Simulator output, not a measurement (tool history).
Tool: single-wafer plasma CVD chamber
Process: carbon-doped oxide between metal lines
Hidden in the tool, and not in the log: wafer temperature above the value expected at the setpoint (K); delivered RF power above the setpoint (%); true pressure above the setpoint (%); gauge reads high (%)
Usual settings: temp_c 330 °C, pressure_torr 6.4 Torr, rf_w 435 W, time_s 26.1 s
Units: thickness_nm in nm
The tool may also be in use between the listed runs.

run	hour	temp_c	pressure_torr	rf_w	time_s	wafers since the last listed run	hours since the last thermocouple change	hours since the last RF generator calibration	hours since the last manometer calibration	hours since the showerhead was replaced	hours since the gauge calibration	read-back reference wafer on the same gauge, thickness_nm	thickness_nm
1	0	330	6.4	435	26.1	0	466.1	1124.3	1396.2	5621.4	2738.7	94.923	117.928
2	46.7	330	6.4	435	26.1	773	512.8	1171	1442.9	5668.1	2785.4	94.885	117.763
# hour 98.5: showerhead replaced
3	115.6	330	6.4	465	26.1	1008	581.7	1239.9	1511.8	17.1	2854.3	95.07	124.715
# hour 154.4: gauge calibrated
4	163.2	334	6.4	435	26.1	788	629.3	1287.5	1559.4	64.7	8.8	94.823	116.082
# hour 177.7: capacitance manometer re-zeroed and calibrated
5	199.2	330	6.4	400	22.6	463	665.3	1323.5	21.5	100.7	44.8	95.107	94.149
6	382.6	330	6.4	435	26.1	3036	848.7	1506.9	204.9	284.1	228.2	95.064	117.309
7	443.1	330	7.5	510	27.4	1001	909.2	1567.4	265.4	344.6	288.7	95.156	139.974
# hour 462.3: RF generator calibrated
8	503.2	330	5.94	435	26.1	862	969.3	40.9	325.5	404.7	348.8	95.091	116.632
9	558.2	330	6.4	435	26.1	910	1024.3	95.9	380.5	459.7	403.8	94.817	117.923
10	596.7	322	4.87	495	26.1	637	1062.8	134.4	419	498.2	442.3	94.941	132.62
11	648.9	341	6.4	435	26.1	864	1115	186.6	471.2	550.4	494.5	94.946	112.915
12	690.4	330	7.69	355	26.1	687	1156.5	228.1	512.7	591.9	536	94.976	97.672
13	762.1	335	7.93	355	30.6	1187	1228.2	299.8	584.4	663.6	607.7	95.179	111.317
14	832.9	330	7.83	495	24.3	1172	1299	370.6	655.2	734.4	678.5	94.751	123.887
15	870.3	342	7.12	400	26.1	619	1336.4	408	692.6	771.8	715.9	95.161	104.865
16	933	330	6.4	435	26.1	1038	1399.1	470.7	755.3	834.5	778.6	94.966	117.978
17	981.8	330	6.4	435	29	808	1447.9	519.5	804.1	883.3	827.4	95.154	131.724
18	1023.4	320	5.05	435	22.4	688	1489.5	561.1	845.7	924.9	869	94.895	102.47
19	1088.5	330	6.4	435	26.1	1077	1554.6	626.2	910.8	990	934.1	95.05	117.721
# hour 1110.1: thermocouple changed; heater temperature recalibrated
20	1154.8	322	5.07	390	26.1	965	44.7	692.5	977.1	1056.3	1000.4	94.941	106.88
21	1202	325	7.74	435	26.1	781	91.9	739.7	1024.3	1103.5	1047.6	94.807	120.366
22	1261.2	330	6.4	435	26.1	980	151.1	798.9	1083.5	1162.7	1106.8	95.088	117.222
23	1316.3	330	6.4	480	29.4	912	206.2	854	1138.6	1217.8	1161.9	95.075	143.176
24	1378	325	5.84	465	22	1021	267.9	915.7	1200.3	1279.5	1223.6	95.007	106.299
25	1444.4	330	6.4	435	23.8	1099	334.3	982.1	1266.7	1345.9	1290	95.075	107.294
26	1506.3	330	6.4	435	28.8	1024	396.2	1044	1328.6	1407.8	1351.9	95.251	128.992
27	1556.4	330	7.83	495	24.3	829	446.3	1094.1	1378.7	1457.9	1402	95.024	122.756
28	1619.8	330	6.4	435	28.3	1049	509.7	1157.5	1442.1	1521.3	1465.4	95.02	126.953
29	1681.3	330	7.67	435	26.1	1018	571.2	1219	1503.6	1582.8	1526.9	95.062	118.873

The tool's hidden state at each run:
wafer temperature above the value expected at the setpoint (K): 0 in every run
delivered RF power above the setpoint (%): 0 in every run
true pressure above the setpoint (%): 0 in every run
gauge reads high (%): 0 in every run
